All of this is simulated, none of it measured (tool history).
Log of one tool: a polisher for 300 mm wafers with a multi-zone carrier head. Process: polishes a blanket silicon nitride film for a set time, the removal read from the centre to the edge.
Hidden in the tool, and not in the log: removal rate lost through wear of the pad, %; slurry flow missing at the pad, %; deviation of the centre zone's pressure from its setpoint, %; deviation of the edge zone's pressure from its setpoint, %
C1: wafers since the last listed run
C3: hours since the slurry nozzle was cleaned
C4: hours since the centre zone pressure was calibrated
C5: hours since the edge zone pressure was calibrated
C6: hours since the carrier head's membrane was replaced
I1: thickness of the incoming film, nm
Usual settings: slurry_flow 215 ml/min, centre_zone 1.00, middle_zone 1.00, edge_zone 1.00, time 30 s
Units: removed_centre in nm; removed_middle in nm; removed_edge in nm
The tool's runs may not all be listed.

{"run": 1, "hour": 0.0, "slurry_flow": 260, "centre_zone": 1.0, "middle_zone": 1.0, "edge_zone": 1.0, "time": 30, "C1": 0, "wafers polished on this pad": 362, "C3": 200.9, "C4": 458.4, "C5": 1016.2, "C6": 535.6, "I1": 884.9, "removed_centre": 42.0, "removed_middle": 41.9, "removed_edge": 42.9}
{"run": 2, "hour": 12.5, "slurry_flow": 260, "centre_zone": 1.0, "middle_zone": 1.0, "edge_zone": 1.0, "time": 30, "C1": 170, "wafers polished on this pad": 533, "C3": 213.4, "C4": 470.9, "C5": 1028.7, "C6": 548.1, "I1": 868.9, "removed_centre": 42.1, "removed_middle": 41.5, "removed_edge": 42.0}
{"hour": 18.3, "done": "worn pad replaced by a new one"}
{"run": 3, "hour": 28.3, "slurry_flow": 260, "centre_zone": 1.0, "middle_zone": 1.0, "edge_zone": 1.0, "time": 30, "C1": 161, "wafers polished on this pad": 136, "C3": 229.2, "C4": 486.7, "C5": 1044.5, "C6": 563.9, "I1": 875.3, "removed_centre": 42.3, "removed_middle": 42.0, "removed_edge": 41.6}
{"run": 4, "hour": 37.4, "slurry_flow": 215, "centre_zone": 1.0, "middle_zone": 1.0, "edge_zone": 1.0, "time": 30, "C1": 124, "wafers polished on this pad": 260, "C3": 238.3, "C4": 495.8, "C5": 1053.6, "C6": 573.0, "I1": 869.6, "removed_centre": 40.5, "removed_middle": 40.4, "removed_edge": 41.4}
{"run": 5, "hour": 52.7, "slurry_flow": 215, "centre_zone": 1.0, "middle_zone": 1.0, "edge_zone": 1.0, "time": 30, "C1": 208, "wafers polished on this pad": 469, "C3": 253.6, "C4": 511.1, "C5": 1068.9, "C6": 588.3, "I1": 887.9, "removed_centre": 40.5, "removed_middle": 39.6, "removed_edge": 40.9}
{"hour": 60.1, "done": "worn pad replaced by a new one"}
{"run": 6, "hour": 61.8, "slurry_flow": 215, "centre_zone": 1.0, "middle_zone": 1.0, "edge_zone": 1.0, "time": 30, "C1": 69, "wafers polished on this pad": 23, "C3": 262.7, "C4": 520.2, "C5": 1078.0, "C6": 597.4, "I1": 898.0, "removed_centre": 40.9, "removed_middle": 40.0, "removed_edge": 41.1}
{"run": 7, "hour": 75.8, "slurry_flow": 215, "centre_zone": 1.0, "middle_zone": 1.08, "edge_zone": 1.0, "time": 30, "C1": 191, "wafers polished on this pad": 214, "C3": 276.7, "C4": 534.2, "C5": 1092.0, "C6": 611.4, "I1": 886.0, "removed_centre": 39.8, "removed_middle": 42.5, "removed_edge": 40.0}
{"run": 8, "hour": 92.3, "slurry_flow": 215, "centre_zone": 1.0, "middle_zone": 1.0, "edge_zone": 1.0, "time": 30, "C1": 225, "wafers polished on this pad": 439, "C3": 293.2, "C4": 550.7, "C5": 1108.5, "C6": 627.9, "I1": 876.3, "removed_centre": 39.5, "removed_middle": 38.6, "removed_edge": 40.5}
{"run": 9, "hour": 101.4, "slurry_flow": 215, "centre_zone": 1.0, "middle_zone": 1.0, "edge_zone": 1.0, "time": 30, "C1": 124, "wafers polished on this pad": 564, "C3": 302.3, "C4": 559.8, "C5": 1117.6, "C6": 637.0, "I1": 872.8, "removed_centre": 39.7, "removed_middle": 38.7, "removed_edge": 40.6}
{"hour": 108.1, "done": "carrier head's membrane replaced by a new one"}
{"hour": 109.3, "done": "worn pad replaced by a new one"}
{"run": 10, "hour": 113.5, "slurry_flow": 215, "centre_zone": 1.0, "middle_zone": 1.0, "edge_zone": 1.0, "time": 30, "C1": 79, "wafers polished on this pad": 56, "C3": 314.4, "C4": 571.9, "C5": 1129.7, "C6": 5.4, "I1": 876.6, "removed_centre": 38.6, "removed_middle": 38.6, "removed_edge": 40.4}
{"hour": 120.1, "done": "edge zone pressure recalibrated"}
{"run": 11, "hour": 120.6, "slurry_flow": 260, "centre_zone": 1.0, "middle_zone": 1.0, "edge_zone": 1.0, "time": 30, "C1": 69, "wafers polished on this pad": 126, "C3": 321.5, "C4": 579.0, "C5": 0.5, "C6": 12.5, "I1": 886.2, "removed_centre": 40.3, "removed_middle": 40.0, "removed_edge": 40.9}
{"run": 12, "hour": 134.2, "slurry_flow": 215, "centre_zone": 1.0, "middle_zone": 1.0, "edge_zone": 1.0, "time": 30, "C1": 185, "wafers polished on this pad": 312, "C3": 335.1, "C4": 592.6, "C5": 14.1, "C6": 26.1, "I1": 868.8, "removed_centre": 38.2, "removed_middle": 38.1, "removed_edge": 40.7}
{"run": 13, "hour": 140.5, "slurry_flow": 240, "centre_zone": 1.0, "middle_zone": 1.06, "edge_zone": 0.95, "time": 40, "C1": 85, "wafers polished on this pad": 398, "C3": 341.4, "C4": 598.9, "C5": 20.4, "C6": 32.4, "I1": 875.2, "removed_centre": 52.6, "removed_middle": 55.0, "removed_edge": 52.9}
{"hour": 153.3, "done": "worn pad replaced by a new one"}
{"run": 14, "hour": 153.8, "slurry_flow": 285, "centre_zone": 1.06, "middle_zone": 0.88, "edge_zone": 0.93, "time": 30, "C1": 126, "wafers polished on this pad": 7, "C3": 354.7, "C4": 612.2, "C5": 33.7, "C6": 45.7, "I1": 878.4, "removed_centre": 42.6, "removed_middle": 35.5, "removed_edge": 38.9}
{"hour": 158.3, "done": "centre zone pressure recalibrated"}
{"run": 15, "hour": 164.8, "slurry_flow": 215, "centre_zone": 1.0, "middle_zone": 1.0, "edge_zone": 1.12, "time": 30, "C1": 122, "wafers polished on this pad": 129, "C3": 365.7, "C4": 6.5, "C5": 44.7, "C6": 56.7, "I1": 888.1, "removed_centre": 37.7, "removed_middle": 37.7, "removed_edge": 41.1}
{"hour": 174.7, "done": "slurry nozzle cleaned"}
{"run": 16, "hour": 178.5, "slurry_flow": 215, "centre_zone": 1.0, "middle_zone": 1.05, "edge_zone": 1.0, "time": 30, "C1": 173, "wafers polished on this pad": 303, "C3": 3.8, "C4": 20.2, "C5": 58.4, "C6": 70.4, "I1": 885.5, "removed_centre": 41.6, "removed_middle": 42.0, "removed_edge": 41.2}
{"run": 17, "hour": 187.6, "slurry_flow": 235, "centre_zone": 1.0, "middle_zone": 1.0, "edge_zone": 1.0, "time": 23, "C1": 124, "wafers polished on this pad": 427, "C3": 12.9, "C4": 29.3, "C5": 67.5, "C6": 79.5, "I1": 880.8, "removed_centre": 32.4, "removed_middle": 31.7, "removed_edge": 32.1}
{"hour": 200.2, "done": "worn pad replaced by a new one"}
{"run": 18, "hour": 200.7, "slurry_flow": 215, "centre_zone": 1.05, "middle_zone": 1.04, "edge_zone": 1.0, "time": 30, "C1": 124, "wafers polished on this pad": 7, "C3": 26.0, "C4": 42.4, "C5": 80.6, "C6": 92.6, "I1": 883.3, "removed_centre": 43.6, "removed_middle": 42.5, "removed_edge": 41.7}
{"run": 19, "hour": 212.1, "slurry_flow": 215, "centre_zone": 1.0, "middle_zone": 0.88, "edge_zone": 1.0, "time": 38, "C1": 155, "wafers polished on this pad": 162, "C3": 37.4, "C4": 53.8, "C5": 92.0, "C6": 104.0, "I1": 875.6, "removed_centre": 52.7, "removed_middle": 47.0, "removed_edge": 53.4}
{"run": 20, "hour": 225.6, "slurry_flow": 265, "centre_zone": 1.0, "middle_zone": 1.0, "edge_zone": 1.07, "time": 37, "C1": 184, "wafers polished on this pad": 347, "C3": 50.9, "C4": 67.3, "C5": 105.5, "C6": 117.5, "I1": 866.4, "removed_centre": 52.8, "removed_middle": 51.7, "removed_edge": 53.7}

5 ways to go on from here, each from the tool as it stands after run 20. What would each give?
{"run": "A", "hour": 226.0, "slurry_flow": 215, "centre_zone": 1.0, "middle_zone": 1.0, "edge_zone": 1.0, "time": 30, "C1": 5, "wafers polished on this pad": 352, "C3": 51.3, "C4": 67.7, "C5": 105.9, "C6": 117.9, "I1": 882.2, "removed_centre": "?", "removed_middle": "?", "removed_edge": "?"}
{"run": "B", "hour": 226.0, "slurry_flow": 215, "centre_zone": 1.0, "middle_zone": 1.0, "edge_zone": 0.91, "time": 30, "C1": 5, "wafers polished on this pad": 352, "C3": 51.3, "C4": 67.7, "C5": 105.9, "C6": 117.9, "I1": 882.2, "removed_centre": "?", "removed_middle": "?", "removed_edge": "?"}
{"run": "C", "hour": 226.0, "slurry_flow": 215, "centre_zone": 1.0, "middle_zone": 1.0, "edge_zone": 0.94, "time": 21, "C1": 5, "wafers polished on this pad": 352, "C3": 51.3, "C4": 67.7, "C5": 105.9, "C6": 117.9, "I1": 882.2, "removed_centre": "?", "removed_middle": "?", "removed_edge": "?"}
{"run": "D", "hour": 226.0, "slurry_flow": 265, "centre_zone": 0.9, "middle_zone": 1.0, "edge_zone": 1.12, "time": 30, "C1": 5, "wafers polished on this pad": 352, "C3": 51.3, "C4": 67.7, "C5": 105.9, "C6": 117.9, "I1": 882.2, "removed_centre": "?", "removed_middle": "?", "removed_edge": "?"}
{"run": "E", "hour": 226.0, "slurry_flow": 215, "centre_zone": 1.0, "middle_zone": 1.0, "edge_zone": 1.03, "time": 30, "C1": 5, "wafers polished on this pad": 352, "C3": 51.3, "C4": 67.7, "C5": 105.9, "C6": 117.9, "I1": 882.2, "removed_centre": "?", "removed_middle": "?", "removed_edge": "?"}

run=A removed_centre=41.9 removed_middle=40.6 removed_edge=40.5
run=B removed_centre=41.9 removed_middle=40.6 removed_edge=38.9
run=C removed_centre=29.3 removed_middle=28.4 removed_edge=27.6
run=D removed_centre=39.0 removed_middle=41.8 removed_edge=43.6
run=E removed_centre=41.9 removed_middle=40.6 removed_edge=41.1
Without the tool's hidden state the same runs would have given:
run=A removed_centre=42.5 removed_middle=41.2 removed_edge=40.9
run=B removed_centre=42.5 removed_middle=41.2 removed_edge=39.3
run=C removed_centre=29.8 removed_middle=28.8 removed_edge=27.9
run=D removed_centre=39.5 removed_middle=42.3 removed_edge=44.0
run=E removed_centre=42.5 removed_middle=41.2 removed_edge=41.5
